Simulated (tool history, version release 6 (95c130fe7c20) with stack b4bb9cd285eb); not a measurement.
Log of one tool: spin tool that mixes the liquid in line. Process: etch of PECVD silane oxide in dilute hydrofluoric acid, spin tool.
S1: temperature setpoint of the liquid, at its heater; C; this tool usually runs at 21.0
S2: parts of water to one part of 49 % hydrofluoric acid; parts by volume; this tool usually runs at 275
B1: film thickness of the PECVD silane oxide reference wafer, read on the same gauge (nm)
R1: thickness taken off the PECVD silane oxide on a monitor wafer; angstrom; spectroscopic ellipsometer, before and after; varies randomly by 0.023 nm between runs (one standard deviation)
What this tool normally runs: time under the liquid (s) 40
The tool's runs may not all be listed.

{"run": 1, "hour": 0.0, "S1": 21.0, "S2": 375, "time under the liquid (s)": 40, "B1": 60.0, "R1": 34.3}
{"run": 2, "hour": 37.4, "S1": 21.0, "S2": 375, "time under the liquid (s)": 40, "B1": 60.0, "R1": 34.4}
{"run": 3, "hour": 78.7, "S1": 21.0, "S2": 375, "time under the liquid (s)": 40, "B1": 60.02, "R1": 34.2}
{"run": 4, "hour": 166.7, "S1": 21.0, "S2": 275, "time under the liquid (s)": 40, "B1": 60.01, "R1": 50.5}
{"run": 5, "hour": 257.8, "S1": 21.0, "S2": 275, "time under the liquid (s)": 40, "B1": 59.97, "R1": 50.7}
{"run": 6, "hour": 302.3, "S1": 21.0, "S2": 275, "time under the liquid (s)": 40, "B1": 60.0, "R1": 50.8}
{"run": 7, "hour": 381.8, "S1": 21.0, "S2": 275, "time under the liquid (s)": 40, "B1": 60.01, "R1": 50.1}
{"hour": 410.7, "done": "gauge calibrated"}
{"run": 8, "hour": 473.4, "S1": 21.0, "S2": 275, "time under the liquid (s)": 40, "B1": 60.01, "R1": 50.0}
{"run": 9, "hour": 557.2, "S1": 21.0, "S2": 275, "time under the liquid (s)": 40, "B1": 60.02, "R1": 49.9}
{"run": 10, "hour": 649.9, "S1": 22.5, "S2": 275, "time under the liquid (s)": 40, "B1": 60.0, "R1": 53.1}
{"hour": 661.2, "done": "hydrofluoric acid flow meter replaced"}
{"run": 11, "hour": 746.6, "S1": 21.0, "S2": 275, "time under the liquid (s)": 40, "B1": 60.0, "R1": 49.9}
{"hour": 761.1, "done": "thermometer replaced"}
{"run": 12, "hour": 814.1, "S1": 21.0, "S2": 215, "time under the liquid (s)": 55, "B1": 59.98, "R1": 97.2}
{"run": 13, "hour": 856.5, "S1": 25.5, "S2": 275, "time under the liquid (s)": 25, "B1": 59.99, "R1": 38.1}
{"run": 14, "hour": 924.3, "S1": 21.0, "S2": 275, "time under the liquid (s)": 40, "B1": 60.0, "R1": 52.1}
{"run": 15, "hour": 998.7, "S1": 21.0, "S2": 275, "time under the liquid (s)": 40, "B1": 60.0, "R1": 52.1}
{"run": 16, "hour": 1103.6, "S1": 24.5, "S2": 200, "time under the liquid (s)": 20, "B1": 60.0, "R1": 43.3}
{"run": 17, "hour": 1290.9, "S1": 21.0, "S2": 275, "time under the liquid (s)": 40, "B1": 60.0, "R1": 51.2}
{"run": 18, "hour": 1368.2, "S1": 19.5, "S2": 215, "time under the liquid (s)": 30, "B1": 60.0, "R1": 49.4}
{"run": 19, "hour": 1439.5, "S1": 21.0, "S2": 275, "time under the liquid (s)": 40, "B1": 59.99, "R1": 51.6}
{"run": 20, "hour": 1491.1, "S1": 22.5, "S2": 390, "time under the liquid (s)": 25, "B1": 59.99, "R1": 21.3}
{"run": 21, "hour": 1556.8, "S1": 21.0, "S2": 275, "time under the liquid (s)": 65, "B1": 60.04, "R1": 83.1}
{"run": 22, "hour": 1633.3, "S1": 17.5, "S2": 275, "time under the liquid (s)": 40, "B1": 59.97, "R1": 45.1}
{"run": 23, "hour": 1678.3, "S1": 21.0, "S2": 275, "time under the liquid (s)": 40, "B1": 60.01, "R1": 50.8}
{"run": 24, "hour": 1727.4, "S1": 23.5, "S2": 365, "time under the liquid (s)": 35, "B1": 59.99, "R1": 33.8}
{"run": 25, "hour": 1828.4, "S1": 22.5, "S2": 350, "time under the liquid (s)": 55, "B1": 59.98, "R1": 54.2}
{"run": 26, "hour": 1926.4, "S1": 21.0, "S2": 275, "time under the liquid (s)": 40, "B1": 60.0, "R1": 50.3}
{"run": 27, "hour": 1990.6, "S1": 22.5, "S2": 390, "time under the liquid (s)": 25, "B1": 60.0, "R1": 21.1}

What will run 28 give?
{"run": 28, "hour": 2090.5, "S1": 17.0, "S2": 275, "time under the liquid (s)": 40, "B1": "?", "R1": "?"}

{"run 28": {"B1": 60.01, "R1": 42.9}}
If the tool had no hidden condition, the same run with the same run-to-run variation would have returned R1 44.9 angstrom.

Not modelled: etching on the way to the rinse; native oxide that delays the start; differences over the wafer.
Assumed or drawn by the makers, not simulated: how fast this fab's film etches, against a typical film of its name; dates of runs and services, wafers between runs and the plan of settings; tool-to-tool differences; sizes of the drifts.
